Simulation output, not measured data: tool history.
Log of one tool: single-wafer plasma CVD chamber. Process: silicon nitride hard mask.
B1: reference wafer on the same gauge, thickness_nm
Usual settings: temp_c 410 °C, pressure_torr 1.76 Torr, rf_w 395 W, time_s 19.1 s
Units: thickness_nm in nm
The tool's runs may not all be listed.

{"run": 1, "hour": 0.0, "temp_c": 410, "pressure_torr": 1.76, "rf_w": 395, "time_s": 19.1, "B1": 33.523, "thickness_nm": 27.259}
{"hour": 8.2, "done": "showerhead replaced"}
{"run": 2, "hour": 12.1, "temp_c": 410, "pressure_torr": 2.02, "rf_w": 395, "time_s": 19.1, "B1": 33.543, "thickness_nm": 28.303}
{"run": 3, "hour": 21.1, "temp_c": 410, "pressure_torr": 1.93, "rf_w": 395, "time_s": 19.1, "B1": 33.527, "thickness_nm": 27.971}
{"run": 4, "hour": 37.2, "temp_c": 410, "pressure_torr": 1.93, "rf_w": 395, "time_s": 19.1, "B1": 33.472, "thickness_nm": 27.904}
{"hour": 50.7, "done": "capacitance manometer re-zeroed and calibrated"}
{"run": 5, "hour": 51.2, "temp_c": 410, "pressure_torr": 1.76, "rf_w": 395, "time_s": 20.5, "B1": 33.477, "thickness_nm": 29.134}
{"run": 6, "hour": 60.0, "temp_c": 410, "pressure_torr": 1.76, "rf_w": 395, "time_s": 19.1, "B1": 33.488, "thickness_nm": 27.233}
{"hour": 71.2, "done": "RF generator calibrated"}
{"run": 7, "hour": 75.7, "temp_c": 420, "pressure_torr": 1.76, "rf_w": 395, "time_s": 19.1, "B1": 33.518, "thickness_nm": 28.229}
{"run": 8, "hour": 87.6, "temp_c": 423, "pressure_torr": 2.17, "rf_w": 395, "time_s": 17.2, "B1": 33.509, "thickness_nm": 26.724}
{"run": 9, "hour": 94.3, "temp_c": 403, "pressure_torr": 1.76, "rf_w": 395, "time_s": 17.6, "B1": 33.501, "thickness_nm": 26.1}
{"hour": 105.4, "done": "gauge calibrated"}
{"hour": 105.5, "done": "thermocouple changed; heater temperature recalibrated"}
{"run": 10, "hour": 110.5, "temp_c": 410, "pressure_torr": 1.76, "rf_w": 395, "time_s": 15.7, "B1": 33.484, "thickness_nm": 23.07}
{"run": 11, "hour": 119.0, "temp_c": 410, "pressure_torr": 1.76, "rf_w": 395, "time_s": 19.1, "B1": 33.534, "thickness_nm": 28.164}
{"run": 12, "hour": 135.8, "temp_c": 410, "pressure_torr": 1.76, "rf_w": 325, "time_s": 19.1, "B1": 33.503, "thickness_nm": 25.765}
{"run": 13, "hour": 145.4, "temp_c": 410, "pressure_torr": 1.76, "rf_w": 395, "time_s": 19.1, "B1": 33.478, "thickness_nm": 28.179}
{"run": 14, "hour": 163.2, "temp_c": 410, "pressure_torr": 1.76, "rf_w": 395, "time_s": 19.1, "B1": 33.498, "thickness_nm": 28.151}
{"run": 15, "hour": 181.2, "temp_c": 410, "pressure_torr": 1.5, "rf_w": 450, "time_s": 16.7, "B1": 33.517, "thickness_nm": 24.832}
{"run": 16, "hour": 194.7, "temp_c": 410, "pressure_torr": 1.98, "rf_w": 395, "time_s": 19.1, "B1": 33.494, "thickness_nm": 29.262}
{"run": 17, "hour": 203.3, "temp_c": 410, "pressure_torr": 1.76, "rf_w": 395, "time_s": 19.1, "B1": 33.474, "thickness_nm": 28.192}
{"run": 18, "hour": 219.4, "temp_c": 410, "pressure_torr": 1.76, "rf_w": 395, "time_s": 19.1, "B1": 33.504, "thickness_nm": 28.049}
{"run": 19, "hour": 234.8, "temp_c": 420, "pressure_torr": 1.76, "rf_w": 430, "time_s": 19.1, "B1": 33.518, "thickness_nm": 28.973}
{"run": 20, "hour": 246.5, "temp_c": 403, "pressure_torr": 1.37, "rf_w": 395, "time_s": 19.1, "B1": 33.446, "thickness_nm": 26.169}
{"run": 21, "hour": 263.8, "temp_c": 410, "pressure_torr": 1.96, "rf_w": 355, "time_s": 22, "B1": 33.521, "thickness_nm": 31.844}
{"run": 22, "hour": 272.9, "temp_c": 410, "pressure_torr": 1.76, "rf_w": 395, "time_s": 19.1, "B1": 33.502, "thickness_nm": 28.119}
{"run": 23, "hour": 289.5, "temp_c": 410, "pressure_torr": 1.76, "rf_w": 395, "time_s": 19.1, "B1": 33.46, "thickness_nm": 28.103}
{"run": 24, "hour": 302.3, "temp_c": 410, "pressure_torr": 1.76, "rf_w": 395, "time_s": 19.1, "B1": 33.506, "thickness_nm": 28.078}
{"run": 25, "hour": 317.2, "temp_c": 410, "pressure_torr": 1.76, "rf_w": 440, "time_s": 21.8, "B1": 33.479, "thickness_nm": 33.553}
{"run": 26, "hour": 323.3, "temp_c": 417, "pressure_torr": 1.76, "rf_w": 330, "time_s": 17.5, "B1": 33.533, "thickness_nm": 23.722}
{"run": 27, "hour": 331.6, "temp_c": 402, "pressure_torr": 1.76, "rf_w": 330, "time_s": 19.1, "B1": 33.474, "thickness_nm": 26.202}
{"run": 28, "hour": 344.0, "temp_c": 423, "pressure_torr": 1.53, "rf_w": 365, "time_s": 19.1, "B1": 33.503, "thickness_nm": 25.758}
{"run": 29, "hour": 358.2, "temp_c": 410, "pressure_torr": 1.76, "rf_w": 395, "time_s": 19.1, "B1": 33.487, "thickness_nm": 28.17}

4 ways to go on from here, each from the tool as it stands after run 29. What would each give?
{"run": "A", "hour": 358.6, "temp_c": 410, "pressure_torr": 1.76, "rf_w": 465, "time_s": 19.1, "B1": "?", "thickness_nm": "?"}
{"run": "B", "hour": 358.6, "temp_c": 410, "pressure_torr": 2.02, "rf_w": 445, "time_s": 21.9, "B1": "?", "thickness_nm": "?"}
{"run": "C", "hour": 358.6, "temp_c": 410, "pressure_torr": 2.09, "rf_w": 360, "time_s": 16.7, "B1": "?", "thickness_nm": "?"}
{"run": "D", "hour": 358.6, "temp_c": 410, "pressure_torr": 1.49, "rf_w": 435, "time_s": 19.1, "B1": "?", "thickness_nm": "?"}

run=A B1=33.52 thickness_nm=30.207
run=B B1=33.52 thickness_nm=35.332
run=C B1=33.52 thickness_nm=24.832
run=D B1=33.52 thickness_nm=27.918
Without the tool's hidden state the same runs would have given:
run=A thickness_nm=30.473
run=B thickness_nm=35.643
run=C thickness_nm=25.068
run=D thickness_nm=28.164
